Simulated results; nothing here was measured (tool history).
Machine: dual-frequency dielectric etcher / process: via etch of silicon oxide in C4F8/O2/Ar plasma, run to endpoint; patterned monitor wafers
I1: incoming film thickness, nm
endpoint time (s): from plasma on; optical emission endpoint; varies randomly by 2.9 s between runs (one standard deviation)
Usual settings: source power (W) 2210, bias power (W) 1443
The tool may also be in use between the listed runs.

Run 1, day 0.000: usual settings; I1 1770.6. Result: endpoint time (s) 365.2.
Run 2, day 2.050: usual settings; I1 1768.5. Result: endpoint time (s) 369.5.
Run 3, day 3.821: usual settings; I1 1771.7. Result: endpoint time (s) 366.5.
Run 4, day 5.642: usual settings; I1 1768.1. Result: endpoint time (s) 369.9.
Run 5, day 8.546: usual settings; I1 1764.2. Result: endpoint time (s) 369.3.
Run 6, day 10.012: usual settings; I1 1765.9. Result: endpoint time (s) 367.4.
At day 12.958: wet clean of the chamber.
Run 7, day 12.979: usual settings; I1 1767.1. Result: endpoint time (s) 383.0.
Run 8, day 15.404: usual settings; I1 1765.7. Result: endpoint time (s) 381.3.
Run 9, day 18.117: usual settings; I1 1765.3. Result: endpoint time (s) 388.2.
At day 20.854: wet clean of the chamber, repeated, since the last time left the tool worse.
At day 21.450: upper electrode replaced.
Run 10, day 21.471: usual settings; I1 1758.9. Result: endpoint time (s) 358.8.
Run 11, day 22.779: usual settings; I1 1764.4. Result: endpoint time (s) 360.2.
Run 12, day 25.642: usual settings; I1 1740.6. Result: endpoint time (s) 357.3.
Run 13, day 27.779: usual settings; I1 1775.7. Result: endpoint time (s) 361.4.
Run 14, day 29.179: usual settings; I1 1758.6. Result: endpoint time (s) 364.6.
Run 15, day 30.729: usual settings; I1 1778.9. Result: endpoint time (s) 366.1.
Run 16, day 32.812: usual settings; I1 1769.6. Result: endpoint time (s) 367.4.
Run 17, day 34.025: usual settings; I1 1778.6. Result: endpoint time (s) 369.2.
Run 18, day 36.329: usual settings; I1 1771.3. Result: endpoint time (s) 371.4.
Run 19, day 38.375: usual settings but source power (W) 2510, bias power (W) 1173; I1 1762.9. Result: endpoint time (s) 385.9.
Run 20, day 39.542: usual settings but source power (W) 1930, bias power (W) 1791; I1 1779.3. Result: endpoint time (s) 356.7.
Run 21, day 41.312: usual settings; I1 1752.4. Result: endpoint time (s) 368.1.
At day 43.308: wet clean of the chamber.
Run 22, day 43.329: usual settings but bias power (W) 1534; I1 1751.7. Result: endpoint time (s) 353.8.
Run 23, day 43.933: usual settings but source power (W) 2670, bias power (W) 1714; I1 1753.3. Result: endpoint time (s) 320.4.
Run 24, day 45.779: usual settings; I1 1758.8. Result: endpoint time (s) 355.9.
At day 46.029: bias power generator calibrated.
At day 46.088: source power generator calibrated.
Run 25, day 47.129: usual settings; I1 1761.7. Result: endpoint time (s) 365.9.
Run 26, day 49.100: usual settings but bias power (W) 1263; I1 1760.8. Result: endpoint time (s) 382.8.

Expected results for the next run?
Run 27, day 50.275: usual settings but bias power (W) 1564; I1 1764.4. Result: endpoint time (s) ?.

endpoint time (s): 360.6
With the hidden condition absent and the run-to-run variation left alone, this run would have shown endpoint time (s) 357.2.
